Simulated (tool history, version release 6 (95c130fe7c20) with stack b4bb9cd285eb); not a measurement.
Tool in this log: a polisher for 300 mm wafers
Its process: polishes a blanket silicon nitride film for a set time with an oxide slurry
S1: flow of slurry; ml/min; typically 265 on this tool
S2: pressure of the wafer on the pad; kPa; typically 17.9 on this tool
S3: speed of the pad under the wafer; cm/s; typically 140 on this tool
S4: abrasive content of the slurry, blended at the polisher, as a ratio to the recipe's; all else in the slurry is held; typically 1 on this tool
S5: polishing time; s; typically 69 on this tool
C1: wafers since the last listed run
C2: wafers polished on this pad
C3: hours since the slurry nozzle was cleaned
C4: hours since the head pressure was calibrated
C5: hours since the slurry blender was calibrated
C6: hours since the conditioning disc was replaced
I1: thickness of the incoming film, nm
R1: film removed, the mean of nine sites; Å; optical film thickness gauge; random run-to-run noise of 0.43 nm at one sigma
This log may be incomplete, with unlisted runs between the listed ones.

{"run": 1, "hour": 0.0, "S1": 245, "S2": 17.9, "S3": 140, "S4": 1, "S5": 69, "C1": 0, "C2": 938, "C3": 621.1, "C4": 1442.5, "C5": 212.9, "C6": 86.5, "I1": 625, "R1": 285}
{"run": 2, "hour": 7.7, "S1": 245, "S2": 17.9, "S3": 140, "S4": 1, "S5": 69, "C1": 61, "C2": 1000, "C3": 628.8, "C4": 1450.2, "C5": 220.6, "C6": 94.2, "I1": 621.4, "R1": 290}
{"run": 3, "hour": 19.0, "S1": 265, "S2": 17.9, "S3": 140, "S4": 1, "S5": 62, "C1": 90, "C2": 1090, "C3": 640.1, "C4": 1461.5, "C5": 231.9, "C6": 105.5, "I1": 626.8, "R1": 253}
{"hour": 26.3, "done": "worn pad replaced by a new one"}
{"hour": 26.7, "done": "head pressure recalibrated"}
{"run": 4, "hour": 36.0, "S1": 295, "S2": 17.9, "S3": 112, "S4": 0.85, "S5": 86, "C1": 100, "C2": 74, "C3": 657.1, "C4": 9.3, "C5": 248.9, "C6": 122.5, "I1": 630.3, "R1": 352}
{"hour": 50.0, "done": "slurry nozzle cleaned"}
{"run": 5, "hour": 51.4, "S1": 265, "S2": 11.7, "S3": 172, "S4": 1.2, "S5": 89, "C1": 115, "C2": 189, "C3": 1.4, "C4": 24.7, "C5": 264.3, "C6": 137.9, "I1": 612.2, "R1": 365}
{"run": 6, "hour": 62.3, "S1": 265, "S2": 15.2, "S3": 140, "S4": 1.3, "S5": 61, "C1": 87, "C2": 276, "C3": 12.3, "C4": 35.6, "C5": 275.2, "C6": 148.8, "I1": 620.8, "R1": 282}
{"run": 7, "hour": 73.0, "S1": 265, "S2": 13.1, "S3": 170, "S4": 1.15, "S5": 69, "C1": 85, "C2": 361, "C3": 23, "C4": 46.3, "C5": 285.9, "C6": 159.5, "I1": 622.7, "R1": 307}
{"run": 8, "hour": 86.5, "S1": 265, "S2": 21.4, "S3": 140, "S4": 1, "S5": 69, "C1": 107, "C2": 469, "C3": 36.5, "C4": 59.8, "C5": 299.4, "C6": 173, "I1": 615.9, "R1": 413}
{"hour": 89.3, "done": "conditioning disc replaced and pad reconditioned"}
{"run": 9, "hour": 98.1, "S1": 205, "S2": 17.9, "S3": 140, "S4": 1, "S5": 69, "C1": 76, "C2": 546, "C3": 48.1, "C4": 71.4, "C5": 311, "C6": 8.8, "I1": 614.7, "R1": 332}
{"hour": 103.1, "done": "slurry blender recalibrated"}
{"run": 10, "hour": 110.6, "S1": 265, "S2": 17.9, "S3": 166, "S4": 1, "S5": 69, "C1": 83, "C2": 630, "C3": 60.6, "C4": 83.9, "C5": 7.5, "C6": 21.3, "I1": 609.1, "R1": 396}
{"run": 11, "hour": 116.7, "S1": 265, "S2": 17.9, "S3": 140, "S4": 1, "S5": 69, "C1": 48, "C2": 679, "C3": 66.7, "C4": 90, "C5": 13.6, "C6": 27.4, "I1": 625.2, "R1": 341}
{"run": 12, "hour": 132.6, "S1": 265, "S2": 17.9, "S3": 140, "S4": 1, "S5": 69, "C1": 127, "C2": 806, "C3": 82.6, "C4": 105.9, "C5": 29.5, "C6": 43.3, "I1": 606.5, "R1": 337}
{"run": 13, "hour": 148.4, "S1": 350, "S2": 21.4, "S3": 126, "S4": 1, "S5": 69, "C1": 126, "C2": 932, "C3": 98.4, "C4": 121.7, "C5": 45.3, "C6": 59.1, "I1": 616.8, "R1": 376}
{"run": 14, "hour": 165.4, "S1": 265, "S2": 17.9, "S3": 140, "S4": 1, "S5": 69, "C1": 135, "C2": 1068, "C3": 115.4, "C4": 138.7, "C5": 62.3, "C6": 76.1, "I1": 619.7, "R1": 329}
{"hour": 176.1, "done": "worn pad replaced by a new one"}
{"run": 15, "hour": 182.1, "S1": 265, "S2": 17.9, "S3": 140, "S4": 1, "S5": 69, "C1": 101, "C2": 48, "C3": 132.1, "C4": 155.4, "C5": 79, "C6": 92.8, "I1": 622.9, "R1": 351}
{"run": 16, "hour": 198.7, "S1": 265, "S2": 17.9, "S3": 140, "S4": 1, "S5": 69, "C1": 132, "C2": 180, "C3": 148.7, "C4": 172, "C5": 95.6, "C6": 109.4, "I1": 627, "R1": 342}
{"run": 17, "hour": 214.2, "S1": 265, "S2": 17.9, "S3": 170, "S4": 1, "S5": 69, "C1": 123, "C2": 304, "C3": 164.2, "C4": 187.5, "C5": 111.1, "C6": 124.9, "I1": 625.1, "R1": 406}
{"run": 18, "hour": 220.3, "S1": 265, "S2": 17.9, "S3": 140, "S4": 1, "S5": 69, "C1": 48, "C2": 353, "C3": 170.3, "C4": 193.6, "C5": 117.2, "C6": 131, "I1": 624.9, "R1": 342}
{"run": 19, "hour": 236.8, "S1": 300, "S2": 22.1, "S3": 140, "S4": 1, "S5": 69, "C1": 131, "C2": 485, "C3": 186.8, "C4": 210.1, "C5": 133.7, "C6": 147.5, "I1": 613.1, "R1": 424}
{"run": 20, "hour": 247.3, "S1": 195, "S2": 17.9, "S3": 140, "S4": 1, "S5": 80, "C1": 83, "C2": 569, "C3": 197.3, "C4": 220.6, "C5": 144.2, "C6": 158, "I1": 622.7, "R1": 371}
{"run": 21, "hour": 260.5, "S1": 185, "S2": 20, "S3": 124, "S4": 1.15, "S5": 69, "C1": 105, "C2": 674, "C3": 210.5, "C4": 233.8, "C5": 157.4, "C6": 171.2, "I1": 621.1, "R1": 346}
{"run": 22, "hour": 274.3, "S1": 265, "S2": 19.3, "S3": 156, "S4": 1.3, "S5": 53, "C1": 110, "C2": 785, "C3": 224.3, "C4": 247.6, "C5": 171.2, "C6": 185, "I1": 620.2, "R1": 328}
{"hour": 287.0, "done": "conditioning disc replaced and pad reconditioned"}
{"run": 23, "hour": 287.5, "S1": 265, "S2": 17.9, "S3": 140, "S4": 1, "S5": 69, "C1": 89, "C2": 874, "C3": 237.5, "C4": 260.8, "C5": 184.4, "C6": 0.5, "I1": 627.8, "R1": 331}
{"run": 24, "hour": 295.6, "S1": 265, "S2": 17.9, "S3": 140, "S4": 1, "S5": 69, "C1": 64, "C2": 939, "C3": 245.6, "C4": 268.9, "C5": 192.5, "C6": 8.6, "I1": 611.3, "R1": 327}
{"hour": 312.8, "done": "worn pad replaced by a new one"}
{"run": 25, "hour": 313.3, "S1": 265, "S2": 17.9, "S3": 140, "S4": 1.2, "S5": 69, "C1": 109, "C2": 3, "C3": 263.3, "C4": 286.6, "C5": 210.2, "C6": 26.3, "I1": 614.7, "R1": 362}

Below are 5 alternative next runs, each starting from the tool's condition after run 25. Predict each:
{"run": "A", "hour": 313.7, "S1": 265, "S2": 23.4, "S3": 140, "S4": 1, "S5": 69, "C1": 3, "C2": 6, "C3": 263.7, "C4": 287, "C5": 210.6, "C6": 26.7, "I1": 630.2, "R1": "?"}
{"run": "B", "hour": 313.7, "S1": 265, "S2": 17.9, "S3": 154, "S4": 1.15, "S5": 79, "C1": 3, "C2": 6, "C3": 263.7, "C4": 287, "C5": 210.6, "C6": 26.7, "I1": 630.2, "R1": "?"}
{"run": "C", "hour": 313.7, "S1": 310, "S2": 13.8, "S3": 140, "S4": 1, "S5": 69, "C1": 3, "C2": 6, "C3": 263.7, "C4": 287, "C5": 210.6, "C6": 26.7, "I1": 630.2, "R1": "?"}
{"run": "D", "hour": 313.7, "S1": 265, "S2": 15.9, "S3": 140, "S4": 1, "S5": 69, "C1": 3, "C2": 6, "C3": 263.7, "C4": 287, "C5": 210.6, "C6": 26.7, "I1": 630.2, "R1": "?"}
{"run": "E", "hour": 313.7, "S1": 265, "S2": 13.1, "S3": 140, "S4": 1, "S5": 69, "C1": 3, "C2": 6, "C3": 263.7, "C4": 287, "C5": 210.6, "C6": 26.7, "I1": 630.2, "R1": "?"}

run=A R1=445
run=B R1=440
run=C R1=266
run=D R1=301
run=E R1=249
Without the tool's unlogged condition, the same runs would have read:
run=A R1=463
run=B R1=458
run=C R1=277
run=D R1=314
run=E R1=259
